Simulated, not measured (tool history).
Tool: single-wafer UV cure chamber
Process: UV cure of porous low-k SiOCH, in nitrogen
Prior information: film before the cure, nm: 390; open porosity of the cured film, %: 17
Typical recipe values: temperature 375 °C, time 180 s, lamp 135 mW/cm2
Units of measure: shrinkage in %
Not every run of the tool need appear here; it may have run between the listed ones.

run,day,temperature,time,lamp,wafers since the last listed run,hours since the UV bulbs were replaced,wafers since the quartz window was cleaned,shrinkage
1,0,387,255,135,0,1439.8,3399,10.865
# day 0.854: quartz window cleaned
2,4.054,375,180,135,1126,1537.1,968,9.969
3,7.046,371,180,135,905,1608.9,1873,9.842
4,9.479,371,180,135,736,1667.3,2610,9.829
# day 12.004: quartz window cleaned
5,12.779,371,180,135,897,1746.5,235,9.953
6,16.217,375,180,135,1040,1829,1275,9.963
7,20.438,375,180,135,1277,1930.3,2552,9.536
# day 22.075: quartz window cleaned
# day 22.45: UV bulbs replaced
8,22.471,375,180,135,413,0.5,19,10.244
9,23.779,375,180,135,395,31.9,415,9.948
# day 35.225: quartz window cleaned
10,35.592,362,115,156,3473,315.4,111,8.593
11,39.083,375,140,152,1056,399.2,1168,9.383
12,40.696,375,180,135,487,437.9,1656,9.656
13,43.962,393,180,121,988,516.3,2644,9.419
14,47.238,375,180,135,991,594.9,3636,8.984
# day 47.929: quartz window cleaned
15,50.179,375,180,157,789,665.5,681,10.767
16,52.446,358,180,135,685,719.9,1367,9.627
17,56.896,381,220,121,1346,826.7,2713,10.002
# day 58.275: quartz window cleaned
18,59.117,375,180,124,571,880,255,9.72

Below are 3 alternative next runs, each starting from the tool's condition after run 18. Predict each:
A,59.133,375,180,135,5,880.4,260,?
B,59.133,363,220,173,5,880.4,260,?
C,59.133,359,135,135,5,880.4,260,?

run,shrinkage
A,10.154
B,11.856
C,8.702
Take away the tool's hidden state, keep each run's random variation, and the runs would have read:
run,shrinkage
A,10.193
B,11.896
C,8.74

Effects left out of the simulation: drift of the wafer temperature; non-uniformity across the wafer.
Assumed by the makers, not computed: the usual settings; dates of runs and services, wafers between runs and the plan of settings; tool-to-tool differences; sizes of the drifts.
